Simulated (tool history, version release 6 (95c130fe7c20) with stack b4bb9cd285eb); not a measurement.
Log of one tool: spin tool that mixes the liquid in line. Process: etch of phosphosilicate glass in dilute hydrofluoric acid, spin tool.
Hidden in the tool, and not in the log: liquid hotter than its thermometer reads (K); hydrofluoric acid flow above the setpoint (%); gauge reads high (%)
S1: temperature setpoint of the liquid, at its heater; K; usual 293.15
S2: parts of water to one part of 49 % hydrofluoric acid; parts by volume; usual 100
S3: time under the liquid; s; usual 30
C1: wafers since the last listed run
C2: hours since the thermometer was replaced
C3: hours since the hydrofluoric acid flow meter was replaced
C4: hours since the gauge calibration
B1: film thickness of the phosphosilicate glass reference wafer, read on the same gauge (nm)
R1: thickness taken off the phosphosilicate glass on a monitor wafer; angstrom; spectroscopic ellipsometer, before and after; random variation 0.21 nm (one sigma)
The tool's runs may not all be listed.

run,hour,S1,S2,S3,C1,C2,C3,C4,B1,R1
1,0,293.15,100,20,0,521.6,450,589.2,60.01,156.9
2,29.1,293.15,100,25,457,550.7,479.1,618.3,59.99,199.8
# hour 51.3: gauge calibrated
3,69.2,293.15,100,25,630,590.8,519.2,17.9,59.97,194.7
4,104.3,293.15,100,30,552,625.9,554.3,53,59.99,234.7
5,280.1,292.15,120,30,2764,801.7,730.1,228.8,59.94,187.8
# hour 303: hydrofluoric acid flow meter replaced
6,318.3,293.15,100,30,585,839.9,15.3,267,60,219.1
7,350.2,293.15,100,30,501,871.8,47.2,298.9,60,223.5
8,412.9,293.15,100,30,986,934.5,109.9,361.6,60.02,224
9,450.6,296.65,100,30,592,972.2,147.6,399.3,60.04,260.6
# hour 468.6: thermometer replaced
10,508.7,296.65,100,30,898,40.1,205.7,457.4,60,261
11,570.8,293.15,100,30,976,102.2,267.8,519.5,60.02,226.2
12,619.2,293.15,100,25,761,150.6,316.2,567.9,60.01,187.4
# hour 669.4: gauge calibrated
13,673.7,293.15,150,45,857,205.1,370.7,4.3,60.02,220.9
14,711.5,293.15,65,30,594,242.9,408.5,42.1,59.95,370
15,777.4,293.15,100,15,1036,308.8,474.4,108,59.98,118.7
16,805.6,290.15,100,30,443,337,502.6,136.2,59.96,206.3
17,852.8,290.65,100,30,742,384.2,549.8,183.4,59.99,210.5
18,885.7,295.15,135,40,517,417.1,582.7,216.3,59.99,244.2

Run 19 comes next. What will it give?
19,910.9,293.15,115,30,396,442.3,607.9,241.5,?,?

Run 19 gave B1 59.99, R1 204 angstrom.
Without the tool's hidden state the same run would have given R1 188.9 angstrom.

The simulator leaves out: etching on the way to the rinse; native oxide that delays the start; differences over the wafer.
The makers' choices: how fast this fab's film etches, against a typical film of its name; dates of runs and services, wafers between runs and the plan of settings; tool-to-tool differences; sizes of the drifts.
